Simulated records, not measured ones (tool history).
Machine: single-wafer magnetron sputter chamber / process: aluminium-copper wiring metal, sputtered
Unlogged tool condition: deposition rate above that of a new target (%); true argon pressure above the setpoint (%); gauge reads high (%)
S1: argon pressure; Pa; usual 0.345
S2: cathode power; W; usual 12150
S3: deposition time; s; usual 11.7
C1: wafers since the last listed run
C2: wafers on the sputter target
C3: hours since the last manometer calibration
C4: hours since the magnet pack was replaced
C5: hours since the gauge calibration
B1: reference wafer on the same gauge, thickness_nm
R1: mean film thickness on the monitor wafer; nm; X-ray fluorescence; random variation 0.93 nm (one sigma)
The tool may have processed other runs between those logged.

run	hour	S1	S2	S3	C1	C2	C3	C4	C5	B1	R1
1	0.0	0.345	12150	11.7	0	1543	1035.3	4688.0	26.6	309.903	272.916
2	34.5	0.345	12150	11.7	1232	2775	1069.8	4722.5	61.1	310.215	272.643
3	55.6	0.383	13000	11.7	753	3529	1090.9	4743.6	82.2	310.190	286.084
4	68.3	0.345	12150	11.7	453	3983	1103.6	4756.3	94.9	310.137	271.518
5	85.5	0.345	12150	11.7	614	4597	1120.8	4773.5	112.1	309.986	267.733
# hour 102.7: sputter target and shields replaced
6	112.4	0.345	12150	11.7	675	345	1147.7	4800.4	139.0	310.093	271.833
7	142.2	0.345	12150	11.7	1064	1409	1177.5	4830.2	168.8	310.173	272.919
8	169.2	0.345	12150	11.7	964	2373	1204.5	4857.2	195.8	310.089	270.834
9	183.0	0.345	12150	11.7	492	2866	1218.3	4871.0	209.6	309.914	270.425
# hour 211.7: capacitance manometer re-zeroed and calibrated
# hour 221.1: magnet pack replaced
# hour 225.4: sputter target and shields replaced
10	225.9	0.345	13400	11.7	805	16	14.2	4.8	252.5	309.985	300.597
11	244.1	0.345	13400	11.7	650	666	32.4	23.0	270.7	309.964	300.728
12	268.9	0.264	12150	11.7	885	1552	57.2	47.8	295.5	310.111	279.643
13	288.5	0.264	12150	11.7	700	2252	76.8	67.4	315.1	309.970	279.127
14	306.8	0.268	12150	11.7	653	2905	95.1	85.7	333.4	310.118	278.744
15	321.1	0.345	12150	11.7	510	3416	109.4	100.0	347.7	309.840	269.212
# hour 328.8: gauge calibrated
# hour 348.1: sputter target and shields replaced
16	348.6	0.445	13850	9.9	696	19	136.9	127.5	19.8	309.954	253.153
17	362.8	0.465	10800	12.9	507	526	151.1	141.7	34.0	309.914	256.666
18	377.8	0.345	12150	11.7	535	1062	166.1	156.7	49.0	310.160	273.893
19	437.1	0.345	12150	11.7	2118	3180	225.4	216.0	108.3	310.013	270.531
# hour 463.5: sputter target and shields replaced
20	465.4	0.305	9500	10.1	725	68	253.7	244.3	136.6	310.076	186.536
21	495.6	0.288	12150	13.9	1078	1146	283.9	274.5	166.8	310.097	332.807
22	526.3	0.273	12150	11.7	1096	2243	314.6	305.2	197.5	309.955	278.689
23	554.7	0.309	10050	11.7	1014	3257	343.0	333.6	225.9	309.920	227.454
24	582.9	0.345	12150	11.7	1007	4265	371.2	361.8	254.1	309.769	268.368
# hour 597.7: sputter target and shields replaced
25	604.5	0.345	14150	12.8	485	241	392.8	383.4	275.7	309.917	349.574
26	624.7	0.345	12150	11.7	721	963	413.0	403.6	295.9	310.105	271.482
27	652.3	0.266	14000	11.7	985	1948	440.6	431.2	323.5	309.883	322.693

What was the tool's hidden state at every run in the log?
true argon pressure above the setpoint (%): 0 across all the runs
gauge reads high (%): 0 across all the runs
H1: deposition rate above that of a new target (%)
run	H1
1	-0.232
2	-0.6
3	-0.928
4	-1.16
5	-1.53
6	-0.172
7	-0.301
8	-0.553
9	-0.731
10	-0.376
11	-0.406
12	-0.542
13	-0.726
14	-0.959
15	-1.18
16	-0.102
17	-0.121
18	-0.18
19	-0.801
20	-0.104
21	-0.195
22	-0.452
23	-0.837
24	-1.36
25	-0.0583
26	-0.118
27	-0.317
